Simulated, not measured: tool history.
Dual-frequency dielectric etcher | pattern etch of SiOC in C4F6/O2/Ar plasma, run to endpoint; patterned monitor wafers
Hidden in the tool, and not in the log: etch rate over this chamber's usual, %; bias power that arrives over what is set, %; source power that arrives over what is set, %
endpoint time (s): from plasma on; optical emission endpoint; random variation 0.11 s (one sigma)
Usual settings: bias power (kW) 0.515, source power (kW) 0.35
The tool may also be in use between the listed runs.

run,hour,bias power (kW),source power (kW),wafers since the last listed run,hours since the last wet clean,hours since the last bias power generator calibration,hours since the last source power generator calibration,hours since the last upper electrode change,"incoming incoming film thickness, nm",endpoint time (s)
1,0,0.515,0.35,0,239,4370.8,3964.7,2743.9,45.06,14.8
2,11.4,0.515,0.35,244,250.4,4382.2,3976.1,2755.3,45.35,15
3,20.9,0.515,0.35,203,259.9,4391.7,3985.6,2764.8,45.14,15.1
4,34.7,0.515,0.35,295,273.7,4405.5,3999.4,2778.6,45.15,14.9
5,46.6,0.515,0.35,255,285.6,4417.4,4011.3,2790.5,45.18,15.3
6,55.6,0.542,0.35,193,294.6,4426.4,4020.3,2799.5,45.21,15
7,70.8,0.542,0.35,326,309.8,4441.6,4035.5,2814.7,44.83,14.8
8,80.2,0.515,0.35,201,319.2,4451,4044.9,2824.1,45.49,15.3
9,93,0.515,0.35,274,332,4463.8,4057.7,2836.9,45.15,15.1
10,105.4,0.515,0.35,265,344.4,4476.2,4070.1,2849.3,44.98,14.9
11,113.1,0.442,0.35,165,352.1,4483.9,4077.8,2857,44.88,15.6
12,122.3,0.484,0.35,197,361.3,4493.1,4087,2866.2,45.62,15.8
13,133.7,0.394,0.42,244,372.7,4504.5,4098.4,2877.6,45.17,15
# hour 141: source power generator calibrated
14,160.7,0.515,0.35,493,399.7,4531.5,19.7,2904.6,45.16,15.2
15,175.5,0.515,0.35,317,414.5,4546.3,34.5,2919.4,45.56,15.4
16,193.3,0.636,0.4,381,432.3,4564.1,52.3,2937.2,44.68,13.5
17,207.7,0.515,0.35,308,446.7,4578.5,66.7,2951.6,44.98,15.1
18,223.8,0.515,0.35,345,462.8,4594.6,82.8,2967.7,44.93,15.2
19,234.6,0.515,0.35,231,473.6,4605.4,93.6,2978.5,45.04,15.1
20,249.3,0.42,0.39,315,488.3,4620.1,108.3,2993.2,45.28,15.4
# hour 262.5: bias power generator calibrated
# hour 307.9: upper electrode replaced
21,308.4,0.418,0.3,667,547.4,45.9,167.4,0.5,45.42,17.8
22,308.7,0.471,0.42,6,547.7,46.2,167.7,0.8,45.08,14.6
23,309,0.515,0.35,6,548,46.5,168,1.1,45.19,15.4
24,312.9,0.515,0.35,83,551.9,50.4,171.9,5,45.41,15.6
# hour 342.3: wet clean of the chamber
25,342.8,0.627,0.44,126,0.5,80.3,201.8,34.9,44.98,12.8
26,345,0.589,0.43,47,2.7,82.5,204,37.1,45.39,12.9
27,358,0.577,0.38,278,15.7,95.5,217,50.1,44.17,13.3
28,367.9,0.515,0.35,212,25.6,105.4,226.9,60,45,15
29,383.2,0.615,0.35,328,40.9,120.7,242.2,75.3,45.12,14.1
30,400.1,0.611,0.35,362,57.8,137.6,259.1,92.2,44.97,14.2
31,410,0.391,0.31,212,67.7,147.5,269,102.1,44.85,16.9
32,423.5,0.515,0.43,289,81.2,161,282.5,115.6,44.91,13.3
33,438.6,0.515,0.41,323,96.3,176.1,297.6,130.7,45.18,13.9
34,452.4,0.515,0.26,295,110.1,189.9,311.4,144.5,45.34,16.9
35,470.4,0.515,0.35,386,128.1,207.9,329.4,162.5,45.03,14.9
36,484.7,0.404,0.42,306,142.4,222.2,343.7,176.8,45.72,14.8

Forecast each of these 3 alternatives for the next run:
A,485.1,0.614,0.35,8,142.8,222.6,344.1,177.2,45.14,?
B,485.1,0.59,0.44,8,142.8,222.6,344.1,177.2,45.14,?
C,485.1,0.619,0.28,8,142.8,222.6,344.1,177.2,45.14,?

run,endpoint time (s)
A,14.3
B,13
C,15.8
Without the tool's hidden state the same runs would have given:
run,endpoint time (s)
A,14.1
B,12.9
C,15.6
